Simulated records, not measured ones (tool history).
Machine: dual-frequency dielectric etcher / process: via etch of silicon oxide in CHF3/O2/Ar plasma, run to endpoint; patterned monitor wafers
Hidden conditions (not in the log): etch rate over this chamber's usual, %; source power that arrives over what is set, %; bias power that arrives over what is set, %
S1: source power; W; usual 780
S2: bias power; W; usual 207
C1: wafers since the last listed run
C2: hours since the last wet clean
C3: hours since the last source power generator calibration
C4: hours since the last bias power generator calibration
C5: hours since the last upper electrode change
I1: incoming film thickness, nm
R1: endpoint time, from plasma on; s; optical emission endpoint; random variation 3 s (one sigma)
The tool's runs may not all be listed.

run 1 hour=0 | S1=780 S2=192 | C1=0 C2=222.6 C3=1213 C4=2808.5 C5=4625.9 | I1=844.5 | R1=387.1
run 2 hour=54.4 | S1=780 S2=207 | C1=342 C2=277 C3=1267.4 C4=2862.9 C5=4680.3 | I1=851 | R1=382.7
run 3 hour=83.2 | S1=780 S2=207 | C1=181 C2=305.8 C3=1296.2 C4=2891.7 C5=4709.1 | I1=839.4 | R1=380.1
run 4 hour=135.5 | S1=780 S2=207 | C1=329 C2=358.1 C3=1348.5 C4=2944 C5=4761.4 | I1=842.6 | R1=377.8
run 5 hour=166.5 | S1=780 S2=234 | C1=195 C2=389.1 C3=1379.5 C4=2975 C5=4792.4 | I1=838.7 | R1=359.9
run 6 hour=231.5 | S1=780 S2=234 | C1=409 C2=454.1 C3=1444.5 C4=3040 C5=4857.4 | I1=840.8 | R1=367.7
run 7 hour=264.9 | S1=780 S2=207 | C1=210 C2=487.5 C3=1477.9 C4=3073.4 C5=4890.8 | I1=840.1 | R1=382.1
run 8 hour=310.2 | S1=780 S2=207 | C1=285 C2=532.8 C3=1523.2 C4=3118.7 C5=4936.1 | I1=838.5 | R1=386.3
-- hour=376 wet clean of the chamber
run 9 hour=381.3 | S1=780 S2=207 | C1=296 C2=5.3 C3=1594.3 C4=3189.8 C5=5007.2 | I1=836.8 | R1=366.9
-- hour=434.9 bias power generator calibrated
run 10 hour=449.3 | S1=780 S2=207 | C1=403 C2=73.3 C3=1662.3 C4=14.4 C5=5075.2 | I1=841.6 | R1=371.3
run 11 hour=517 | S1=780 S2=207 | C1=426 C2=141 C3=1730 C4=82.1 C5=5142.9 | I1=841.5 | R1=370.8
run 12 hour=548.2 | S1=860 S2=239 | C1=196 C2=172.2 C3=1761.2 C4=113.3 C5=5174.1 | I1=839.3 | R1=344.7
run 13 hour=596.9 | S1=840 S2=207 | C1=306 C2=220.9 C3=1809.9 C4=162 C5=5222.8 | I1=845.7 | R1=364.5
run 14 hour=650.7 | S1=870 S2=220 | C1=338 C2=274.7 C3=1863.7 C4=215.8 C5=5276.6 | I1=828.1 | R1=349.2
-- hour=655.3 source power generator calibrated
run 15 hour=696.6 | S1=780 S2=207 | C1=263 C2=320.6 C3=41.3 C4=261.7 C5=5322.5 | I1=836.4 | R1=376.1
run 16 hour=758.3 | S1=850 S2=223 | C1=388 C2=382.3 C3=103 C4=323.4 C5=5384.2 | I1=840.6 | R1=362.5
run 17 hour=819.9 | S1=780 S2=207 | C1=388 C2=443.9 C3=164.6 C4=385 C5=5445.8 | I1=837.6 | R1=380
run 18 hour=846.8 | S1=690 S2=207 | C1=169 C2=470.8 C3=191.5 C4=411.9 C5=5472.7 | I1=833.3 | R1=387.6
-- hour=881.4 upper electrode replaced
run 19 hour=881.9 | S1=780 S2=186 | C1=69 C2=505.9 C3=226.6 C4=447 C5=0.5 | I1=834.5 | R1=399.1
run 20 hour=918.2 | S1=650 S2=226 | C1=228 C2=542.2 C3=262.9 C4=483.3 C5=36.8 | I1=840.1 | R1=387.1
run 21 hour=949.1 | S1=780 S2=173 | C1=194 C2=573.1 C3=293.8 C4=514.2 C5=67.7 | I1=831.2 | R1=409.2
run 22 hour=1012.3 | S1=780 S2=173 | C1=398 C2=636.3 C3=357 C4=577.4 C5=130.9 | I1=842.9 | R1=408.4
-- hour=1042.7 wet clean of the chamber
run 23 hour=1057.1 | S1=780 S2=207 | C1=131 C2=14.4 C3=401.8 C4=622.2 C5=175.7 | I1=845.4 | R1=362.6
run 24 hour=1123.5 | S1=880 S2=192 | C1=418 C2=80.8 C3=468.2 C4=688.6 C5=242.1 | I1=831.9 | R1=364.3

Run 25, settings as shown, results not yet in. Your forecast:
run 25 hour=1155 | S1=780 S2=207 | C1=198 C2=112.3 C3=499.7 C4=720.1 C5=273.6 | I1=834.9 | R1=?

R1: 364.8 s
Were there no unlogged condition in the tool, this run, its random variation unchanged, would have produced R1 361.2 s.
